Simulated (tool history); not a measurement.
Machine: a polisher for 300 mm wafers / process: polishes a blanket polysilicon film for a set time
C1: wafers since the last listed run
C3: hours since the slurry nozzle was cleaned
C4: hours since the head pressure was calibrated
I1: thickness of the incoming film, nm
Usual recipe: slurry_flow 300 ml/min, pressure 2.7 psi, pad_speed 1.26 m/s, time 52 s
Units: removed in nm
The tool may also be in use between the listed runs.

run 1 hour=0 | slurry_flow=300 pressure=3.1 pad_speed=1.26 time=52 | C1=0 wafers_polished_on_this_pad=2725 C3=122.9 C4=137.5 | I1=1479.3 | removed=485
-- hour=14.1 worn pad replaced by a new one
run 2 hour=34 | slurry_flow=300 pressure=2.7 pad_speed=1.26 time=52 | C1=321 wafers_polished_on_this_pad=213 C3=156.9 C4=171.5 | I1=1509.8 | removed=454.4
run 3 hour=54.1 | slurry_flow=300 pressure=2.7 pad_speed=1.26 time=52 | C1=215 wafers_polished_on_this_pad=428 C3=177 C4=191.6 | I1=1505 | removed=457.3
run 4 hour=71.3 | slurry_flow=300 pressure=2.7 pad_speed=1.26 time=52 | C1=184 wafers_polished_on_this_pad=612 C3=194.2 C4=208.8 | I1=1509.4 | removed=447.5
run 5 hour=84.9 | slurry_flow=300 pressure=2.7 pad_speed=1.06 time=52 | C1=145 wafers_polished_on_this_pad=758 C3=207.8 C4=222.4 | I1=1517.2 | removed=369.6
run 6 hour=109.6 | slurry_flow=300 pressure=2.7 pad_speed=1.06 time=52 | C1=264 wafers_polished_on_this_pad=1022 C3=232.5 C4=247.1 | I1=1510.9 | removed=375.9
run 7 hour=144.6 | slurry_flow=300 pressure=2.1 pad_speed=1.26 time=52 | C1=374 wafers_polished_on_this_pad=1397 C3=267.5 C4=282.1 | I1=1499.4 | removed=368.1
run 8 hour=168.2 | slurry_flow=300 pressure=2.7 pad_speed=1.26 time=52 | C1=252 wafers_polished_on_this_pad=1650 C3=291.1 C4=305.7 | I1=1507.5 | removed=432.9
run 9 hour=189.8 | slurry_flow=300 pressure=2.7 pad_speed=1.26 time=52 | C1=231 wafers_polished_on_this_pad=1882 C3=312.7 C4=327.3 | I1=1540.2 | removed=432.9
run 10 hour=201.8 | slurry_flow=300 pressure=2.7 pad_speed=1.26 time=52 | C1=128 wafers_polished_on_this_pad=2010 C3=324.7 C4=339.3 | I1=1522 | removed=434
-- hour=217.9 head pressure recalibrated
run 11 hour=225.7 | slurry_flow=300 pressure=2.7 pad_speed=1.26 time=52 | C1=234 wafers_polished_on_this_pad=2245 C3=348.6 C4=7.8 | I1=1515 | removed=429.4
run 12 hour=251.3 | slurry_flow=300 pressure=2.7 pad_speed=1.26 time=52 | C1=274 wafers_polished_on_this_pad=2519 C3=374.2 C4=33.4 | I1=1492.8 | removed=441.6
-- hour=306.3 worn pad replaced by a new one
run 13 hour=343.3 | slurry_flow=300 pressure=2.7 pad_speed=1.26 time=52 | C1=942 wafers_polished_on_this_pad=395 C3=466.2 C4=125.4 | I1=1508.3 | removed=455
-- hour=352.6 slurry nozzle cleaned
run 14 hour=360.7 | slurry_flow=300 pressure=2.7 pad_speed=1.26 time=52 | C1=175 wafers_polished_on_this_pad=571 C3=8.1 C4=142.8 | I1=1517.7 | removed=446.2
run 15 hour=390.9 | slurry_flow=400 pressure=2.1 pad_speed=1.1 time=42 | C1=323 wafers_polished_on_this_pad=895 C3=38.3 C4=173 | I1=1490.4 | removed=254.1
run 16 hour=409 | slurry_flow=300 pressure=3.2 pad_speed=1.26 time=52 | C1=193 wafers_polished_on_this_pad=1089 C3=56.4 C4=191.1 | I1=1510.4 | removed=501.8
run 17 hour=427.1 | slurry_flow=300 pressure=2.9 pad_speed=1.26 time=66 | C1=193 wafers_polished_on_this_pad=1283 C3=74.5 C4=209.2 | I1=1500.5 | removed=591.7
run 18 hour=444.7 | slurry_flow=300 pressure=2.1 pad_speed=0.94 time=42 | C1=188 wafers_polished_on_this_pad=1471 C3=92.1 C4=226.8 | I1=1507.8 | removed=217.3
run 19 hour=463.6 | slurry_flow=335 pressure=3.1 pad_speed=1.26 time=41 | C1=202 wafers_polished_on_this_pad=1674 C3=111 C4=245.7 | I1=1506.2 | removed=393.7
run 20 hour=476.8 | slurry_flow=300 pressure=2.7 pad_speed=1.06 time=52 | C1=141 wafers_polished_on_this_pad=1815 C3=124.2 C4=258.9 | I1=1515.8 | removed=370.4
-- hour=527.3 head pressure recalibrated
run 21 hour=558.6 | slurry_flow=300 pressure=2.7 pad_speed=1.26 time=52 | C1=854 wafers_polished_on_this_pad=2670 C3=206 C4=31.3 | I1=1540.2 | removed=427.8
run 22 hour=576.9 | slurry_flow=300 pressure=2.7 pad_speed=1.26 time=39 | C1=196 wafers_polished_on_this_pad=2866 C3=224.3 C4=49.6 | I1=1511.8 | removed=328.5
-- hour=589.1 worn pad replaced by a new one
run 23 hour=679.7 | slurry_flow=300 pressure=2.7 pad_speed=1.26 time=52 | C1=1058 wafers_polished_on_this_pad=970 C3=327.1 C4=152.4 | I1=1508.8 | removed=438.2
run 24 hour=708.9 | slurry_flow=365 pressure=2.2 pad_speed=1.26 time=52 | C1=312 wafers_polished_on_this_pad=1283 C3=356.3 C4=181.6 | I1=1529.7 | removed=379.3
-- hour=743.2 slurry nozzle cleaned
run 25 hour=743.6 | slurry_flow=360 pressure=1.8 pad_speed=1.14 time=52 | C1=361 wafers_polished_on_this_pad=1644 C3=0.4 C4=216.3 | I1=1512.8 | removed=289.4
run 26 hour=824.4 | slurry_flow=260 pressure=3.5 pad_speed=1.12 time=40 | C1=865 wafers_polished_on_this_pad=2510 C3=81.2 C4=297.1 | I1=1520.4 | removed=362.7
-- hour=837.5 head pressure recalibrated
run 27 hour=855.1 | slurry_flow=335 pressure=2.7 pad_speed=1.54 time=52 | C1=307 wafers_polished_on_this_pad=2817 C3=111.9 C4=17.6 | I1=1537.2 | removed=537.3
-- hour=870.5 worn pad replaced by a new one
run 28 hour=875.8 | slurry_flow=230 pressure=2.7 pad_speed=1.62 time=52 | C1=178 wafers_polished_on_this_pad=56 C3=132.6 C4=38.3 | I1=1529.6 | removed=592.5
run 29 hour=901.8 | slurry_flow=400 pressure=2.2 pad_speed=0.96 time=65 | C1=278 wafers_polished_on_this_pad=334 C3=158.6 C4=64.3 | I1=1528.6 | removed=363.3
run 30 hour=936.8 | slurry_flow=300 pressure=1.8 pad_speed=1.26 time=52 | C1=374 wafers_polished_on_this_pad=709 C3=193.6 C4=99.3 | I1=1487.2 | removed=330.9
run 31 hour=959.8 | slurry_flow=405 pressure=2.7 pad_speed=1.26 time=37 | C1=246 wafers_polished_on_this_pad=956 C3=216.6 C4=122.3 | I1=1509.7 | removed=316.4
run 32 hour=1057.1 | slurry_flow=300 pressure=2.7 pad_speed=1.26 time=52 | C1=1042 wafers_polished_on_this_pad=1998 C3=313.9 C4=219.6 | I1=1511.7 | removed=436
run 33 hour=1070.8 | slurry_flow=300 pressure=2.7 pad_speed=1.26 time=52 | C1=146 wafers_polished_on_this_pad=2145 C3=327.6 C4=233.3 | I1=1487.5 | removed=444.5
run 34 hour=1101.4 | slurry_flow=405 pressure=2.7 pad_speed=1.26 time=37 | C1=327 wafers_polished_on_this_pad=2473 C3=358.2 C4=263.9 | I1=1507.6 | removed=314.2
run 35 hour=1124.1 | slurry_flow=210 pressure=2.7 pad_speed=1.42 time=63 | C1=243 wafers_polished_on_this_pad=2716 C3=380.9 C4=286.6 | I1=1493 | removed=584.5
run 36 hour=1144.9 | slurry_flow=300 pressure=2.4 pad_speed=1.58 time=52 | C1=222 wafers_polished_on_this_pad=2939 C3=401.7 C4=307.4 | I1=1535.4 | removed=486.2

State the hidden condition of the tool at each of the runs:
slurry flow missing at the pad, %: 0, the same for each run
deviation of the head's pressure from its setpoint, %: 0, the same for each run
H1: removal rate lost through wear of the pad, %
run=1 H1=5.43
run=2 H1=1.33
run=3 H1=2.22
run=4 H1=2.84
run=5 H1=3.26
run=6 H1=3.88
run=7 H1=4.52
run=8 H1=4.84
run=9 H1=5.07
run=10 H1=5.18
run=11 H1=5.36
run=12 H1=5.5
run=13 H1=2.51
run=14 H1=3.16
run=15 H1=4.04
run=16 H1=4.45
run=17 H1=4.79
run=18 H1=5.06
run=19 H1=5.3
run=20 H1=5.44
run=21 H1=5.99
run=22 H1=6.06
run=23 H1=4.27
run=24 H1=4.86
run=25 H1=5.35
run=26 H1=6
run=27 H1=6.13
run=28 H1=0.887
run=29 H1=2.18
run=30 H1=3.45
run=31 H1=4.07
run=32 H1=5.5
run=33 H1=5.61
run=34 H1=5.8
run=35 H1=5.91
run=36 H1=5.98
